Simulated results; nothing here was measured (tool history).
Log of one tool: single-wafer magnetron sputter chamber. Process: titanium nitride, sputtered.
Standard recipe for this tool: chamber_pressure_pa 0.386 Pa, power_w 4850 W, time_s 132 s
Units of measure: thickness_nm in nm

run   hour  chamber_pressure_pa  power_w  time_s  wafers since the last listed run  wafers on the sputter target  hours since the last manometer calibration  hours since the magnet pack was replaced  hours since the gauge calibration  read-back reference wafer on the same gauge, thickness_nm  thickness_nm
  1    0.0                0.386     4850     132                                 0                          4055                                      2322.9                                    7374.8                              159.2                                                    118.009       117.178
  2   17.6                0.386     5250     132                               179                          4235                                      2340.5                                    7392.4                              176.8                                                    118.009       126.539
  3   25.0                0.386     5250     132                                75                          4310                                      2347.9                                    7399.8                              184.2                                                    117.917       126.164
  4   31.2                0.338     4850     147                                63                          4374                                      2354.1                                    7406.0                              190.4                                                    118.112       131.706
  5   49.1                0.338     4850     147                               182                          4556                                      2372.0                                    7423.9                              208.3                                                    118.018       131.900
  6   62.1                0.338     4850     147                               132                          4689                                      2385.0                                    7436.9                              221.3                                                    117.993       131.120
  7   69.8                0.386     5450     132                                78                          4768                                      2392.7                                    7444.6                              229.0                                                    117.962       131.013
  8  122.8                0.386     5450     132                               541                          5309                                      2445.7                                    7497.6                              282.0                                                    117.918       129.694
     130.1  -- gauge calibrated
  9  135.6                0.386     5450     132                               130                          5439                                      2458.5                                    7510.4                                5.5                                                    117.910       129.892
 10  146.5                0.386     4850     132                               111                          5551                                      2469.4                                    7521.3                               16.4                                                    118.033       115.218
 11  154.6                0.503     4300     108                                82                          5633                                      2477.5                                    7529.4                               24.5                                                    117.978        80.801
     165.4  -- sputter target and shields replaced
 12  165.9                0.462     5450     132                                33                             4                                      2488.8                                    7540.7                               35.8                                                    118.047       119.890
 13  175.0                0.386     4400     108                                92                            97                                      2497.9                                    7549.8                               44.9                                                    117.933        80.879
 14  184.6                0.386     4850     132                                97                           195                                      2507.5                                    7559.4                               54.5                                                    118.069       108.938
     194.3  -- capacitance manometer re-zeroed and calibrated
     196.0  -- magnet pack replaced
     202.3  -- sputter target and shields replaced, repeated, since the last time left the tool worse
 15  202.8                0.386     4850     118                                22                             5                                         8.5                                       6.8                               72.7                                                    117.899       109.625
 16  204.6                0.386     5200     156                                18                            23                                        10.3                                       8.6                               74.5                                                    118.129       155.562
 17  217.4                0.259     3850     140                               130                           154                                        23.1                                      21.4                               87.3                                                    118.017       107.905
 18  225.4                0.386     6050     149                                81                           236                                        31.1                                      29.4                               95.3                                                    118.034       172.799
 19  236.9                0.252     4850     132                               117                           353                                        42.6                                      40.9                              106.8                                                    117.898       128.421
 20  252.3                0.386     4850     132                               157                           510                                        58.0                                      56.3                              122.2                                                    118.052       123.010
 21  266.3                0.386     4850     110                               142                           653                                        72.0                                      70.3                              136.2                                                    118.128       101.698

Consider 5 possible next runs. They are alternatives, not a sequence: every one starts from the tool as it was left by run 21. What does each give?
  A  266.7                0.386     4850     132                                 4                           657                                        72.4                                      70.7                              136.6                                                          ?             ?
  B  266.7                0.314     4500     132                                 4                           657                                        72.4                                      70.7                              136.6                                                          ?             ?
  C  266.7                0.278     3700     107                                 4                           657                                        72.4                                      70.7                              136.6                                                          ?             ?
  D  266.7                0.386     4000     132                                 4                           657                                        72.4                                      70.7                              136.6                                                          ?             ?
  E  266.7                0.386     3800     132                                 4                           657                                        72.4                                      70.7                              136.6                                                          ?             ?

run  read-back reference wafer on the same gauge, thickness_nm  thickness_nm
  A                                                    118.001       122.341
  B                                                    118.001       116.025
  C                                                    118.001        78.187
  D                                                    118.001       100.900
  E                                                    118.001        95.855
With no hidden state in the tool, these same runs would have given:
run  thickness_nm
  A       123.418
  B       117.046
  C        78.875
  D       101.788
  E        96.698
